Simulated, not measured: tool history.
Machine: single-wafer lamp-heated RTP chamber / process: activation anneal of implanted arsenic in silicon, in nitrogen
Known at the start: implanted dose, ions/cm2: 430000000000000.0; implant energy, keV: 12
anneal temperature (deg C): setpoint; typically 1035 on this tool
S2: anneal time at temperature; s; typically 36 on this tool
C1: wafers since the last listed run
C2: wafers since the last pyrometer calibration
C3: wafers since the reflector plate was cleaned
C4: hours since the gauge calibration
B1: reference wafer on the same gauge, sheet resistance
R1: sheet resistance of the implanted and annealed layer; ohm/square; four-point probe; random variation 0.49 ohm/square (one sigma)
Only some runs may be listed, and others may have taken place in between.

Run 1, day 0.000: usual settings; C1 0; C2 2403; C3 4136; C4 73.1; B1 287.05. Result: R1 237.75 ohm/square.
At day 0.950: pyrometer window cleaned and pyrometer calibrated.
Run 2, day 0.971: usual settings; C1 219; C2 7; C3 4355; C4 96.4; B1 286.90. Result: R1 241.47 ohm/square.
Run 3, day 1.412: usual settings; C1 151; C2 159; C3 4507; C4 107.0; B1 286.96. Result: R1 241.13 ohm/square.
Run 4, day 1.867: usual settings but anneal temperature (deg C) 1017; C1 156; C2 315; C3 4663; C4 117.9; B1 286.80. Result: R1 245.18 ohm/square.
Run 5, day 2.592: usual settings but anneal temperature (deg C) 1017; C1 249; C2 564; C3 4913; C4 135.3; B1 287.06. Result: R1 245.20 ohm/square.
Run 6, day 3.304: usual settings; C1 244; C2 809; C3 5158; C4 152.4; B1 287.27. Result: R1 238.89 ohm/square.
Run 7, day 3.621: usual settings but S2 51 s; C1 108; C2 918; C3 5267; C4 160.0; B1 287.15. Result: R1 233.88 ohm/square.
Run 8, day 4.183: usual settings; C1 193; C2 1112; C3 5460; C4 173.5; B1 286.84. Result: R1 238.22 ohm/square.
Run 9, day 4.567: usual settings; C1 131; C2 1243; C3 5592; C4 182.7; B1 287.42. Result: R1 238.16 ohm/square.
Run 10, day 4.996: usual settings but anneal temperature (deg C) 1045; C1 147; C2 1391; C3 5739; C4 193.0; B1 286.74. Result: R1 234.89 ohm/square.
Run 11, day 5.688: usual settings but anneal temperature (deg C) 1059; C1 237; C2 1629; C3 5977; C4 209.6; B1 287.37. Result: R1 229.93 ohm/square.
Run 12, day 5.967: usual settings but S2 20 s; C1 95; C2 1725; C3 6073; C4 216.3; B1 287.01. Result: R1 247.14 ohm/square.
At day 7.179: reflector plate cleaned.
Run 13, day 7.842: usual settings but S2 20 s; C1 530; C2 2255; C3 227; C4 261.3; B1 286.98. Result: R1 248.87 ohm/square.
At day 8.538: pyrometer window cleaned and pyrometer calibrated.
Run 14, day 8.558: usual settings but S2 20 s; C1 131; C2 7; C3 359; C4 278.5; B1 286.70. Result: R1 251.24 ohm/square.
Run 15, day 9.012: usual settings; C1 156; C2 163; C3 515; C4 289.4; B1 286.95. Result: R1 242.72 ohm/square.
Run 16, day 9.583: usual settings; C1 196; C2 359; C3 711; C4 303.1; B1 286.92. Result: R1 242.65 ohm/square.
Run 17, day 10.221: usual settings; C1 219; C2 578; C3 930; C4 318.4; B1 286.91. Result: R1 241.45 ohm/square.
Run 18, day 10.642: usual settings but anneal temperature (deg C) 1020, S2 26 s; C1 144; C2 723; C3 1075; C4 328.5; B1 287.06. Result: R1 251.05 ohm/square.
Run 19, day 10.962: usual settings but anneal temperature (deg C) 1050, S2 56 s; C1 110; C2 833; C3 1185; C4 336.2; B1 286.93. Result: R1 230.15 ohm/square.
Run 20, day 11.454: usual settings but anneal temperature (deg C) 1014, S2 28 s; C1 169; C2 1002; C3 1354; C4 348.0; B1 286.83. Result: R1 252.05 ohm/square.
Run 21, day 11.800: usual settings but anneal temperature (deg C) 1021, S2 28 s; C1 118; C2 1121; C3 1473; C4 356.3; B1 287.05. Result: R1 249.22 ohm/square.
Run 22, day 12.246: usual settings but anneal temperature (deg C) 1012, S2 30 s; C1 153; C2 1275; C3 1627; C4 367.0; B1 286.95. Result: R1 249.59 ohm/square.
At day 12.421: gauge calibrated.
Run 23, day 12.817: usual settings but anneal temperature (deg C) 1011, S2 21 s; C1 196; C2 1471; C3 1823; C4 9.5; B1 287.23. Result: R1 253.95 ohm/square.
Run 24, day 13.288: usual settings but anneal temperature (deg C) 1061, S2 29 s; C1 161; C2 1633; C3 1985; C4 20.8; B1 287.16. Result: R1 234.44 ohm/square.
Run 25, day 13.662: usual settings but S2 22 s; C1 128; C2 1762; C3 2114; C4 29.8; B1 287.12. Result: R1 246.19 ohm/square.
Run 26, day 13.975: usual settings but anneal temperature (deg C) 1015, S2 22 s; C1 107; C2 1869; C3 2221; C4 37.3; B1 286.87. Result: R1 252.21 ohm/square.

Expected results for the next run?
Run 27, day 14.450: usual settings but anneal temperature (deg C) 1022, S2 20 s; C1 163; C2 2033; C3 2384; C4 48.7; B1 ?. Result: R1 ?.

B1: 286.99
R1: 251.28 ohm/square
With the hidden condition absent and the run-to-run variation left alone, this run would have shown R1 255.04 ohm/square.
